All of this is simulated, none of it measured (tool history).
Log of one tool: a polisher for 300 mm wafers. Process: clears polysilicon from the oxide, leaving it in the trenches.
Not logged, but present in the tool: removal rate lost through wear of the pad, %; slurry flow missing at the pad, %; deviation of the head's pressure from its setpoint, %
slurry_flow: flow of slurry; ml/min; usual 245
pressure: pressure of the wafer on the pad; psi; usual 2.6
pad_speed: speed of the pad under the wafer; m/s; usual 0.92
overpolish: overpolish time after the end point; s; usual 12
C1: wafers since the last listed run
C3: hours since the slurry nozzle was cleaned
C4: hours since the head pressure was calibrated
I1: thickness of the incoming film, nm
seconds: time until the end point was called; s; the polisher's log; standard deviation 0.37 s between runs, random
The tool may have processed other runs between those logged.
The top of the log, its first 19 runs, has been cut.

Run 20, day 66.008: usual settings but slurry_flow 220 ml/min, pressure 2.2 psi; C1 814; wafers polished on this pad 3112; C3 328.7; C4 536.6; I1 546.4. Result: seconds 54.9 s.
Run 21, day 70.446: usual settings but overpolish 9 s; C1 1548; wafers polished on this pad 4661; C3 435.2; C4 643.1; I1 555.4. Result: seconds 46.7 s.
Run 22, day 72.454: usual settings but overpolish 8 s; C1 700; wafers polished on this pad 5362; C3 483.4; C4 691.3; I1 554.0. Result: seconds 46.9 s.
Run 23, day 76.367: usual settings but pressure 2.2 psi, pad_speed 0.66 m/s; C1 1365; wafers polished on this pad 6727; C3 577.3; C4 785.2; I1 549.4. Result: seconds 75.8 s.
At day 77.221: worn pad replaced by a new one.
Run 24, day 78.700: usual settings but pressure 3.1 psi; C1 756; wafers polished on this pad 516; C3 633.3; C4 841.2; I1 543.0. Result: seconds 38.7 s.
Run 25, day 80.846: usual settings but pressure 1.9 psi, pad_speed 1.02 m/s; C1 748; wafers polished on this pad 1265; C3 684.8; C4 892.7; I1 550.1. Result: seconds 57.2 s.
Run 26, day 85.167: usual settings; C1 1508; wafers polished on this pad 2773; C3 788.5; C4 996.4; I1 559.4. Result: seconds 47.4 s.
Run 27, day 88.538: usual settings but slurry_flow 200 ml/min, overpolish 7 s; C1 1176; wafers polished on this pad 3949; C3 869.4; C4 1077.3; I1 542.3. Result: seconds 47.2 s.
Run 28, day 90.242: usual settings but slurry_flow 165 ml/min, pad_speed 1.20 m/s; C1 594; wafers polished on this pad 4544; C3 910.3; C4 1118.2; I1 551.6. Result: seconds 37.1 s.
Run 29, day 93.250: usual settings but slurry_flow 305 ml/min, pad_speed 0.66 m/s; C1 1050; wafers polished on this pad 5594; C3 982.5; C4 1190.4; I1 554.9. Result: seconds 64.1 s.
At day 93.800: slurry nozzle cleaned.
At day 95.858: worn pad replaced by a new one.
At day 96.629: head pressure recalibrated.
Run 30, day 96.650: usual settings but slurry_flow 175 ml/min, pressure 2.2 psi; C1 1084; wafers polished on this pad 247; C3 68.4; C4 0.5; I1 546.3. Result: seconds 55.7 s.
Run 31, day 99.467: usual settings; C1 983; wafers polished on this pad 1230; C3 136.0; C4 68.1; I1 553.3. Result: seconds 45.9 s.
Run 32, day 102.517: usual settings; C1 1064; wafers polished on this pad 2294; C3 209.2; C4 141.3; I1 542.8. Result: seconds 45.6 s.
Run 33, day 105.583: usual settings but pressure 2.3 psi, pad_speed 0.80 m/s; C1 1070; wafers polished on this pad 3365; C3 282.8; C4 214.9; I1 547.5. Result: seconds 58.9 s.
Run 34, day 108.117: usual settings but slurry_flow 160 ml/min, pressure 3.0 psi; C1 884; wafers polished on this pad 4249; C3 343.6; C4 275.7; I1 543.8. Result: seconds 41.1 s.

Consider 4 possible next runs. They are alternatives, not a sequence: every one starts from the tool as it was left by run 34. What does each give?
Run A, day 108.133: usual settings; C1 5; wafers polished on this pad 4255; C3 344.0; C4 276.1; I1 544.8. Result: seconds ?.
Run B, day 108.133: usual settings but slurry_flow 195 ml/min, pressure 3.1 psi; C1 5; wafers polished on this pad 4255; C3 344.0; C4 276.1; I1 544.8. Result: seconds ?.
Run C, day 108.133: usual settings but pressure 2.9 psi; C1 5; wafers polished on this pad 4255; C3 344.0; C4 276.1; I1 544.8. Result: seconds ?.
Run D, day 108.133: usual settings but slurry_flow 280 ml/min, overpolish 10 s; C1 5; wafers polished on this pad 4255; C3 344.0; C4 276.1; I1 544.8. Result: seconds ?.

run  seconds
  A     45.4
  B     38.9
  C     40.7
  D     44.9
Stripped of hidden state, with their random variation kept, the same runs would have yielded:
run  seconds
  A     45.4
  B     38.9
  C     40.7
  D     44.9
